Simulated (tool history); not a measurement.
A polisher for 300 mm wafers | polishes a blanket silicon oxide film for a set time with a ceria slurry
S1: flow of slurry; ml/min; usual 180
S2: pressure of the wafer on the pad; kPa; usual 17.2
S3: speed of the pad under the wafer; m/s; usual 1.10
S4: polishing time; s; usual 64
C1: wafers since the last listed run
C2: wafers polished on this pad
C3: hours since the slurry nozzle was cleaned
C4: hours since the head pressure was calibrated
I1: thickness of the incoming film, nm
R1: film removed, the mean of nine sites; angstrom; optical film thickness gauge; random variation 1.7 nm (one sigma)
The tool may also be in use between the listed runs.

Run 1, day 0.000: usual settings but S1 155 ml/min; C1 0; C2 1167; C3 209.4; C4 292.8; I1 1042.2. Result: R1 2530 angstrom.
Run 2, day 2.071: usual settings but S1 155 ml/min; C1 545; C2 1713; C3 259.1; C4 342.5; I1 1026.1. Result: R1 2446 angstrom.
Run 3, day 4.575: usual settings; C1 659; C2 2372; C3 319.2; C4 402.6; I1 1026.8. Result: R1 2492 angstrom.
At day 7.450: slurry nozzle cleaned.
Run 4, day 8.192: usual settings; C1 941; C2 3314; C3 17.8; C4 489.4; I1 1034.9. Result: R1 2606 angstrom.
At day 9.171: worn pad replaced by a new one.
Run 5, day 11.333: usual settings but S3 0.88 m/s; C1 783; C2 569; C3 93.2; C4 564.8; I1 1022.1. Result: R1 2152 angstrom.
Run 6, day 14.612: usual settings but S3 0.88 m/s; C1 863; C2 1433; C3 171.9; C4 643.5; I1 1019.1. Result: R1 2099 angstrom.
Run 7, day 16.738: usual settings but S3 0.88 m/s; C1 559; C2 1993; C3 222.9; C4 694.5; I1 1008.4. Result: R1 2041 angstrom.
Run 8, day 18.779: usual settings but S1 140 ml/min, S2 21.4 kPa; C1 537; C2 2530; C3 271.9; C4 743.5; I1 1037.9. Result: R1 2771 angstrom.
Run 9, day 20.492: usual settings but S3 0.86 m/s; C1 450; C2 2981; C3 313.0; C4 784.6; I1 1026.8. Result: R1 1925 angstrom.
At day 21.633: slurry nozzle cleaned.
Run 10, day 22.333: usual settings but S3 0.86 m/s; C1 474; C2 3455; C3 16.8; C4 828.8; I1 1024.4. Result: R1 2048 angstrom.
At day 22.792: worn pad replaced by a new one.
Run 11, day 25.329: usual settings; C1 745; C2 668; C3 88.7; C4 900.7; I1 1012.9. Result: R1 2633 angstrom.
Run 12, day 26.875: usual settings but S1 200 ml/min, S4 50 s; C1 407; C2 1075; C3 125.8; C4 937.8; I1 1021.8. Result: R1 2086 angstrom.
Run 13, day 31.300: usual settings but S1 235 ml/min, S3 1.36 m/s; C1 1165; C2 2241; C3 232.0; C4 1044.0; I1 1016.2. Result: R1 3329 angstrom.
Run 14, day 34.083: usual settings but S3 1.28 m/s; C1 732; C2 2974; C3 298.8; C4 1110.8; I1 1004.2. Result: R1 2891 angstrom.
Run 15, day 36.588: usual settings but S3 1.32 m/s; C1 659; C2 3633; C3 358.9; C4 1170.9; I1 1011.6. Result: R1 2898 angstrom.
At day 37.383: slurry nozzle cleaned.
At day 38.342: worn pad replaced by a new one.
Run 16, day 38.675: usual settings but S1 120 ml/min, S2 13.1 kPa; C1 494; C2 87; C3 31.0; C4 1221.0; I1 1030.8. Result: R1 2119 angstrom.
Run 17, day 40.575: usual settings but S4 82 s; C1 500; C2 588; C3 76.6; C4 1266.6; I1 1009.2. Result: R1 3422 angstrom.
At day 43.275: head pressure recalibrated.
At day 51.483: slurry nozzle cleaned.
At day 53.892: worn pad replaced by a new one.
Run 18, day 53.975: usual settings; C1 3452; C2 21; C3 59.8; C4 256.8; I1 1015.2. Result: R1 2690 angstrom.
Run 19, day 57.950: usual settings; C1 1046; C2 1068; C3 155.2; C4 352.2; I1 1001.2. Result: R1 2616 angstrom.
Run 20, day 60.542: usual settings; C1 682; C2 1751; C3 217.4; C4 414.4; I1 1017.7. Result: R1 2560 angstrom.
Run 21, day 62.738: usual settings; C1 578; C2 2329; C3 270.1; C4 467.1; I1 1011.3. Result: R1 2497 angstrom.
At day 66.138: slurry nozzle cleaned.
Run 22, day 66.158: usual settings but S1 145 ml/min, S2 19.3 kPa; C1 889; C2 3219; C3 0.5; C4 549.2; I1 1020.4. Result: R1 2696 angstrom.
At day 69.558: worn pad replaced by a new one.
Run 23, day 69.579: usual settings but S2 12.4 kPa, S3 1.34 m/s, S4 57 s; C1 856; C2 5; C3 82.6; C4 631.3; I1 1020.9. Result: R1 2427 angstrom.
Run 24, day 71.792: usual settings but S4 56 s; C1 582; C2 588; C3 135.7; C4 684.4; I1 1012.8. Result: R1 2299 angstrom.

Hidden state at the last listed run before each entry between runs and at the first one after, where it differs:
Between runs 3 and 4: slurry nozzle cleaned (day 7.450)
  removal rate lost through wear of the pad, %: 4.83 -> 5.26; slurry flow missing at the pad, %: 25.3 -> 2.31
  measured less the result without the state, R1: -275 -> -155 angstrom
Between runs 4 and 5: worn pad replaced by a new one (day 9.171)
  removal rate lost through wear of the pad, %: 5.26 -> 2.26; slurry flow missing at the pad, %: 2.31 -> 4.32
  measured less the result without the state, R1: -155 -> -65 angstrom
Between runs 9 and 10: slurry nozzle cleaned (day 21.633)
  removal rate lost through wear of the pad, %: 5.15 -> 5.31; slurry flow missing at the pad, %: 25.7 -> 0.306
  measured less the result without the state, R1: -223 -> -115 angstrom
Between runs 10 and 11: worn pad replaced by a new one (day 22.792)
  removal rate lost through wear of the pad, %: 5.31 -> 2.99; slurry flow missing at the pad, %: 0.306 -> 2.12
  measured less the result without the state, R1: -115 -> -91 angstrom
Between runs 15 and 16: slurry nozzle cleaned (day 37.383); worn pad replaced by a new one (day 38.342)
  removal rate lost through wear of the pad, %: 5.82 -> 0.581; slurry flow missing at the pad, %: 31.1 -> 1.71
  measured less the result without the state, R1: -416 -> -21 angstrom
Between runs 17 and 18: head pressure recalibrated (day 43.275); slurry nozzle cleaned (day 51.483); worn pad replaced by a new one (day 53.892)
  removal rate lost through wear of the pad, %: 2.21 -> 0.556; slurry flow missing at the pad, %: 2.88 -> 5.12
  measured less the result without the state, R1: -94 -> -38 angstrom
Between runs 21 and 22: slurry nozzle cleaned (day 66.138)
  removal rate lost through wear of the pad, %: 4.95 -> 5.38; slurry flow missing at the pad, %: 21.7 -> 2.85
  measured less the result without the state, R1: -251 -> -170 angstrom
Between runs 22 and 23: worn pad replaced by a new one (day 69.558)
  removal rate lost through wear of the pad, %: 5.38 -> 0.358; slurry flow missing at the pad, %: 2.85 -> 4.48
  measured less the result without the state, R1: -170 -> -27 angstrom
